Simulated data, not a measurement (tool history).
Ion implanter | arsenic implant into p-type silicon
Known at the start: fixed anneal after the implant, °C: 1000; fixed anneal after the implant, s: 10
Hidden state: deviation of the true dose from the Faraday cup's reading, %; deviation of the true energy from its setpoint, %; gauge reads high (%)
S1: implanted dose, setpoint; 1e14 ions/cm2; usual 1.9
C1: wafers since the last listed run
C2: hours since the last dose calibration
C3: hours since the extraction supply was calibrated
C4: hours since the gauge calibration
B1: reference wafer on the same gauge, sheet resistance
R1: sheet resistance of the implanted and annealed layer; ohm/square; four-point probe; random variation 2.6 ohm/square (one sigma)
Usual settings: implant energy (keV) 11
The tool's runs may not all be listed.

Run 1, hour 0: usual settings; C1 0; C2 981.3; C3 3827.7; C4 151.7; B1 456.08. Result: R1 459.76 ohm/square.
Run 2, hour 24.7: usual settings; C1 637; C2 1006; C3 3852.4; C4 176.4; B1 456.57. Result: R1 453.6 ohm/square.
Run 3, hour 45: usual settings; C1 523; C2 1026.3; C3 3872.7; C4 196.7; B1 457.26. Result: R1 458.12 ohm/square.
Run 4, hour 74.2: usual settings; C1 753; C2 1055.5; C3 3901.9; C4 225.9; B1 456.14. Result: R1 455.68 ohm/square.
Run 5, hour 105.8: usual settings; C1 814; C2 1087.1; C3 3933.5; C4 257.5; B1 455.62. Result: R1 457.41 ohm/square.
Run 6, hour 122.8: usual settings; C1 438; C2 1104.1; C3 3950.5; C4 274.5; B1 455.47. Result: R1 460.69 ohm/square.
Run 7, hour 153.8: usual settings; C1 799; C2 1135.1; C3 3981.5; C4 305.5; B1 455.77. Result: R1 451.82 ohm/square.
Run 8, hour 168.5: usual settings; C1 379; C2 1149.8; C3 3996.2; C4 320.2; B1 456.95. Result: R1 458.59 ohm/square.
Run 9, hour 184.6: usual settings; C1 415; C2 1165.9; C3 4012.3; C4 336.3; B1 455.89. Result: R1 458.91 ohm/square.
Run 10, hour 198.5: usual settings; C1 358; C2 1179.8; C3 4026.2; C4 350.2; B1 456.32. Result: R1 457.28 ohm/square.
Run 11, hour 232.7: usual settings; C1 882; C2 1214; C3 4060.4; C4 384.4; B1 455.27. Result: R1 457.19 ohm/square.
Run 12, hour 255.5: usual settings; C1 588; C2 1236.8; C3 4083.2; C4 407.2; B1 455.76. Result: R1 460.37 ohm/square.
At hour 269.3: Faraday cup replaced and dose calibrated.
Run 13, hour 290.7: usual settings but implant energy (keV) 12; C1 701; C2 21.4; C3 4118.4; C4 442.4; B1 456.42. Result: R1 451.1 ohm/square.
At hour 311.9: gauge calibrated.
Run 14, hour 324.2: usual settings; C1 863; C2 54.9; C3 4151.9; C4 12.3; B1 455.59. Result: R1 455.27 ohm/square.
At hour 350.9: extraction supply calibrated.
Run 15, hour 358.2: usual settings but S1 1.71 1e14 ions/cm2, implant energy (keV) 14.5; C1 670; C2 88.9; C3 7.3; C4 46.3; B1 455.94. Result: R1 481.36 ohm/square.

The next listed run, before its measurement:
Run 16, hour 385.4: usual settings; C1 701; C2 116.1; C3 34.5; C4 73.5; B1 ?. Result: R1 ?.

B1: 455.98
R1: 456.27 ohm/square
Without the tool's hidden state the same run would have given R1 456.27 ohm/square.
